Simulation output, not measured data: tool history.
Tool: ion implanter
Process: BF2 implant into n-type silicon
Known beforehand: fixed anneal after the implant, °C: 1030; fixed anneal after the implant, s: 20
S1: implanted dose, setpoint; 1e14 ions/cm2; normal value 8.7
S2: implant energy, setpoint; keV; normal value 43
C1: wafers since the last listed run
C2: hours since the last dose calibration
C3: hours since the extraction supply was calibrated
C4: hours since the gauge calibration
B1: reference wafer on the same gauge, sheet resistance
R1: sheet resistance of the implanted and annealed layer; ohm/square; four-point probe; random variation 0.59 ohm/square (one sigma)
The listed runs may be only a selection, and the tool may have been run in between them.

run   hour     S1    S2   C1     C2      C3     C4      B1      R1
  1      0    8.7    43    0  442.9  4021.9  503.9  149.95  145.22
  2   12.1    8.7    43  211    455    4034    516  150.06   145.7
  3   29.7    8.7    43  307  472.6  4051.6  533.6  150.07   145.7
  4   35.7    8.7    43  104  478.6  4057.6  539.6  150.09  145.47
  5   45.2    8.7    43  166  488.1  4067.1  549.1  149.84  146.12
  6   60.8    8.7    43  272  503.7  4082.7  564.7  150.01  145.49
  7   69.2    8.7    43  146  512.1  4091.1  573.1  150.09  145.25
  8   75.4    8.7    43  108  518.3  4097.3  579.3  149.89  145.23
      97.5  -- gauge calibrated
  9  120.2    8.7    43  783  563.1  4142.1   22.7  149.97  146.52
 10  128.5    8.7    43  145  571.4  4150.4     31  149.98  146.43
 11  145.2    8.7    43  291  588.1  4167.1   47.7  150.16  144.71
 12  155.3    8.7    43  176  598.2  4177.2   57.8  150.09  146.02
 13  162.8    8.7    43  131  605.7  4184.7   65.3  149.99  146.33
 14  174.2    8.7    43  199  617.1  4196.1   76.7  149.91  146.43
 15  188.5    8.7    43  249  631.4  4210.4     91  149.94  147.03
 16  199.9    8.7    34  199  642.8  4221.8  102.4  150.03  152.45
 17    215    8.7    48  263  657.9  4236.9  117.5   150.1  142.68
 18  224.9  10.06    43  173  667.8  4246.8  127.4  149.84  132.03
 19  238.2    8.7    43  232  681.1  4260.1  140.7  150.08  146.24
     252.4  -- Faraday cup replaced and dose calibrated
 20  253.4   10.6    37  125      1  4275.3  155.9  150.06   132.3
     262.4  -- extraction supply calibrated
 21  264.9    8.7    43   61   12.5     2.5  167.4  150.03   147.9
 22  272.7  10.67  33.5  136   20.3    10.3  175.2  149.95  136.04
 23    285    8.7  54.5  214   32.6    22.6  187.5  150.06  144.77
 24    302   9.71    37  297   49.6    39.6  204.5  149.98  141.04
 25    320   6.23  56.5  314   67.6    57.6  222.5  150.22  194.25
 26  337.8  10.63    57  311   85.4    75.4  240.3  149.98  123.89
       349  -- Faraday cup replaced and dose calibrated, repeated, since the last time left the tool worse
 27  355.1    8.7    43  162    6.1    92.7  257.6  149.94  142.23
 28  366.6    7.7  36.5  201   17.6   104.2  269.1  150.01  160.24
 29  381.3   7.31    36  256   32.3   118.9  283.8  149.93  168.69
 30  388.5    8.7    43  125   39.5   126.1    291   149.9  142.44
 31  395.8    7.9  32.5  127   46.8   133.4  298.3  150.07  160.75
 32  405.2  11.02    51  164   56.2   142.8  307.7  150.06  116.28
 33  415.8    8.7    43  185   66.8   153.4  318.3  150.12  144.97
 34  429.5  10.37    43  239   80.5   167.1    332  150.18  127.25
 35  436.5   7.15  57.5  122   87.5   174.1    339  149.87   164.8
 36  454.1    8.7    43  307  105.1   191.7  356.6  150.11  145.48
 37  467.8    8.7    43  239  118.8   205.4  370.3  149.89  145.06
 38  474.2   6.68    43  111  125.2   211.8  376.7  149.96  180.96

State the hidden condition of the tool at each of the runs:
deviation of the true energy from its setpoint, %: 0 at every run
gauge reads high (%): 0 at every run
H1: deviation of the true dose from the Faraday cup's reading, %
run      H1
  1   -2.87
  2    -2.9
  3   -2.94
  4   -2.95
  5   -2.97
  6      -3
  7   -3.02
  8   -3.03
  9    -3.1
 10   -3.11
 11   -3.14
 12   -3.15
 13   -3.16
 14   -3.17
 15   -3.19
 16    -3.2
 17   -3.22
 18   -3.23
 19   -3.24
 20   -5.32
 21   -5.49
 22    -5.6
 23   -5.77
 24   -5.99
 25   -6.21
 26   -6.41
 27  -0.242
 28  -0.412
 29  -0.617
 30  -0.713
 31  -0.807
 32  -0.925
 33   -1.05
 34   -1.21
 35   -1.28
 36   -1.47
 37    -1.6
 38   -1.66

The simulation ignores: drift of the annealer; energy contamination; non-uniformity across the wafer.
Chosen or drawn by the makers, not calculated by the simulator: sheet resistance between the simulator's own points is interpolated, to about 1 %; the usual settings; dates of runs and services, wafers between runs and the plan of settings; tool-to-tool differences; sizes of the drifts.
